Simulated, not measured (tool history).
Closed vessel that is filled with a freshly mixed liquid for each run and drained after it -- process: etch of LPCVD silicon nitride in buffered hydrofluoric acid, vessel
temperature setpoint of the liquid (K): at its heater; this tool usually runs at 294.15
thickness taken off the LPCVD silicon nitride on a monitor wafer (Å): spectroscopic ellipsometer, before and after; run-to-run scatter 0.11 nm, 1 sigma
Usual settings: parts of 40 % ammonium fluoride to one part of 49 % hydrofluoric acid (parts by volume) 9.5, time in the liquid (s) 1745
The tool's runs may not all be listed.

run	hour	temperature setpoint of the liquid (K)	parts of 40 % ammonium fluoride to one part of 49 % hydrofluoric acid (parts by volume)	time in the liquid (s)	read-back film thickness of the LPCVD silicon nitride reference wafer, read on the same gauge (nm)	thickness taken off the LPCVD silicon nitride on a monitor wafer (Å)
1	0.0	294.15	9.5	1745	130.00	201.3
2	101.2	290.65	9.5	1745	130.01	171.8
3	167.4	290.65	9.5	1745	129.99	171.3
4	231.7	290.65	9.5	1745	130.01	170.5
5	314.4	294.15	7.5	1955	130.00	287.5
6	361.8	294.15	7.5	1955	130.00	282.0
7	420.3	294.15	7.5	1955	129.99	283.5
8	512.7	294.15	9.5	1745	130.01	203.2
9	596.2	295.65	12.5	1745	130.00	168.6
10	650.2	294.15	7.5	2540	129.98	360.3
11	704.9	294.15	9.5	1745	130.03	199.8
12	848.3	294.15	9.5	1745	129.99	197.5
13	889.5	294.15	9.5	1745	130.01	196.5
14	971.0	294.15	9.5	2325	130.00	278.9
15	1045.6	291.15	9.5	1260	129.98	127.1
16	1126.7	294.15	6.5	710	130.00	121.3
17	1280.1	294.15	11.0	1745	130.01	180.1
18	1329.1	292.15	13.0	985	130.00	76.9
19	1406.0	294.15	9.5	1745	130.01	205.8
20	1481.7	295.65	11.0	1150	130.00	127.4
21	1559.3	294.15	9.5	1745	129.99	204.0
22	1705.6	291.15	9.5	1745	130.00	169.1
23	1799.0	294.15	13.5	2335	129.99	190.3
24	1864.6	294.15	9.5	1745	130.00	210.5
25	1910.6	294.15	9.5	1745	130.01	210.0
26	2008.6	294.15	9.5	1745	130.00	207.3
27	2087.6	294.15	9.5	1745	130.01	205.7
28	2143.5	294.15	11.5	1745	130.01	171.6
29	2218.3	294.15	9.5	1350	129.99	159.6
30	2304.3	291.65	13.0	2180	129.98	164.8
31	2343.4	297.65	9.5	1745	129.99	248.5

Removed from this log: 5 entries logged between the listed runs. Between which two listed runs does each belong, and how does the tool's hidden state at the listed run before it compare with that at the listed run after it?
Between runs 1 and 2: hydrofluoric acid flow meter replaced (hour 28.1)
  hydrofluoric acid flow below the setpoint (%): 6.69 -> 1.95
  the result without the hidden state subtracted from the measured one, thickness taken off the LPCVD silicon nitride on a monitor wafer (Å): -10.3 -> -2.1
Between runs 9 and 10: thermometer replaced (hour 634.6)
  hydrofluoric acid flow below the setpoint (%): 5.64 -> 6.05
  the result without the hidden state subtracted from the measured one, thickness taken off the LPCVD silicon nitride on a monitor wafer (Å): -9.9 -> -25.1
Between runs 13 and 14: hydrofluoric acid flow meter replaced (hour 934.4)
  hydrofluoric acid flow below the setpoint (%): 7.83 -> 1.19
  the result without the hidden state subtracted from the measured one, thickness taken off the LPCVD silicon nitride on a monitor wafer (Å): -12.6 -> -2.1
Between runs 16 and 17: gauge calibrated (hour 1199.4)
  hydrofluoric acid flow below the setpoint (%): 2.35 -> 3.5
  the result without the hidden state subtracted from the measured one, thickness taken off the LPCVD silicon nitride on a monitor wafer (Å): -2.5 -> -6.3
Between runs 23 and 24: hydrofluoric acid flow meter replaced (hour 1805.7)
  hydrofluoric acid flow below the setpoint (%): 7.38 -> 1.23
  the result without the hidden state subtracted from the measured one, thickness taken off the LPCVD silicon nitride on a monitor wafer (Å): -14.8 -> -1.7
